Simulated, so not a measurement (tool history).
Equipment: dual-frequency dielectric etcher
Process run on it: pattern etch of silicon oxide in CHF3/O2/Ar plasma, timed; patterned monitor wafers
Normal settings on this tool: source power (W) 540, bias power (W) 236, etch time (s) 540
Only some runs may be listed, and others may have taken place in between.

run,hour,source power (W),bias power (W),etch time (s),wafers since the last listed run,hours since the last wet clean,hours since the last source power generator calibration,hours since the last bias power generator calibration,hours since the last upper electrode change,hours since the gauge calibration,"read-back reference wafer on the same gauge, depth_nm",mean etch depth across the wafer (angstrom)
1,0,540,236,540,0,23.4,1189.6,1873.2,4649.6,565.7,918.6,11015
2,56.2,580,236,540,117,79.6,1245.8,1929.4,4705.8,621.9,920.2,11511
3,91.3,580,236,540,73,114.7,1280.9,1964.5,4740.9,657,920.2,11466
4,122.2,580,236,540,64,145.6,1311.8,1995.4,4771.8,687.9,918.9,11431
5,189.4,460,236,540,140,212.8,1379,2062.6,4839,755.1,919.8,10362
6,246.2,540,236,540,118,269.6,1435.8,2119.4,4895.8,811.9,920.6,11157
7,293.6,540,236,540,99,317,1483.2,2166.8,4943.2,859.3,919.8,11135
8,328,540,236,540,71,351.4,1517.6,2201.2,4977.6,893.7,919.8,11126
9,385.8,540,236,540,120,409.2,1575.4,2259,5035.4,951.5,919.3,11097
# hour 409.2: bias power generator calibrated
# hour 413.1: wet clean of the chamber
10,414,540,236,540,42,0.9,1603.6,4.8,5063.6,979.7,919.9,10901
11,472.2,540,212,461.5,121,59.1,1661.8,63,5121.8,1037.9,919.2,8723
12,523.3,540,212,461.5,106,110.2,1712.9,114.1,5172.9,1089,919.7,8766
13,571.9,540,212,461.5,101,158.8,1761.5,162.7,5221.5,1137.6,919.7,8730
14,614,540,236,540,87,200.9,1803.6,204.8,5263.6,1179.7,919.3,10935
# hour 661: upper electrode replaced
15,661.5,540,236,666.5,49,248.4,1851.1,252.3,0.5,1227.2,919.6,13421
16,777.5,590,236,678.5,242,364.4,1967.1,368.3,116.5,1343.2,919.3,14317
# hour 810.6: wet clean of the chamber
17,844.6,480,192,603,90,34,2034.2,435.4,183.6,1410.3,920.6,10313
18,903.7,420,190,413,123,93.1,2093.3,494.5,242.7,1469.4,920.6,6687
# hour 914.4: gauge calibrated
19,973.5,540,236,540,145,162.9,2163.1,564.3,312.5,59.1,920.4,11045
20,998,610,285,381.5,51,187.4,2187.6,588.8,337,83.6,920,9073
21,1028.3,430,236,471,63,217.7,2217.9,619.1,367.3,113.9,920.3,8713
22,1094.3,580,188,540,137,283.7,2283.9,685.1,433.3,179.9,920.6,10104
# hour 1104.2: source power generator calibrated
# hour 1167.1: wet clean of the chamber
23,1167.6,480,192,603,94,0.5,63.4,758.4,506.6,253.2,920.2,10446
24,1187.1,440,236,540,40,20,82.9,777.9,526.1,272.7,918.8,10037
25,1213.7,500,178,684.5,55,46.6,109.5,804.5,552.7,299.3,919.8,11507
26,1275.1,400,236,540,128,108,170.9,865.9,614.1,360.7,920.5,9596
27,1325.9,540,236,639,106,158.8,221.7,916.7,664.9,411.5,919.4,13058
28,1377.5,540,236,540,107,210.4,273.3,968.3,716.5,463.1,919.4,10992
29,1408.3,540,236,666.5,64,241.2,304.1,999.1,747.3,493.9,920.3,13585
30,1462,630,236,540,112,294.9,357.8,1052.8,801,547.6,919.7,11799
31,1511.7,540,202,473,103,344.6,407.5,1102.5,850.7,597.3,920,8910

Forecast each of these 3 alternatives for the next run:
A,1512.3,540,236,540,1,345.2,408.1,1103.1,851.3,597.9,?,?
B,1512.3,620,290,431.5,1,345.2,408.1,1103.1,851.3,597.9,?,?
C,1512.3,650,236,465,1,345.2,408.1,1103.1,851.3,597.9,?,?

run,"read-back reference wafer on the same gauge, depth_nm",mean etch depth across the wafer (angstrom)
A,920.4,11052
B,920.4,10442
C,920.4,10312
Had the tool no hidden state, the same runs would have come out as:
run,mean etch depth across the wafer (angstrom)
A,10716
B,10117
C,10002

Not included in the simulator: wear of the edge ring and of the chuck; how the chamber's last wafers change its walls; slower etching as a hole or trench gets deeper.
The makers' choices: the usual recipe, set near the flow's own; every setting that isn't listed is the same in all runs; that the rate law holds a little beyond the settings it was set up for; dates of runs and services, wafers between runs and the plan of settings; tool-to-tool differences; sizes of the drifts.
